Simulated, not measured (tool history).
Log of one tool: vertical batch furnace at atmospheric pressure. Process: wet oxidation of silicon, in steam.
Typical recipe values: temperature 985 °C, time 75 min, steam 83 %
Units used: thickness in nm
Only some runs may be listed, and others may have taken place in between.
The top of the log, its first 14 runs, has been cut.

run,day,temperature,time,steam,"read-back reference wafer on the same gauge, thickness",thickness
15,40.396,985,75,77,420.01,458.74
16,44.271,985,75,77,420.03,457.58
17,47.121,985,75,83,419.94,479.22
# day 49.442: steam generator serviced
18,49.475,996,75,83,419.9,518.62
19,53.146,985,51,80,419.95,380.83
20,56.892,985,75,91,419.96,516.33
21,59.475,985,75,83,420,487.66
22,63.346,974,101,76,419.8,521.6

Predict the results of run 23:
# day 65.208: thermocouples replaced and temperature profile calibrated
23,66.717,995,60,80,?,?

{"run 23": {"read-back reference wafer on the same gauge, thickness": 419.94, "thickness": 428.54}}
Were there no unlogged condition in the tool, this run, its random variation unchanged, would have produced thickness 431.86 nm.
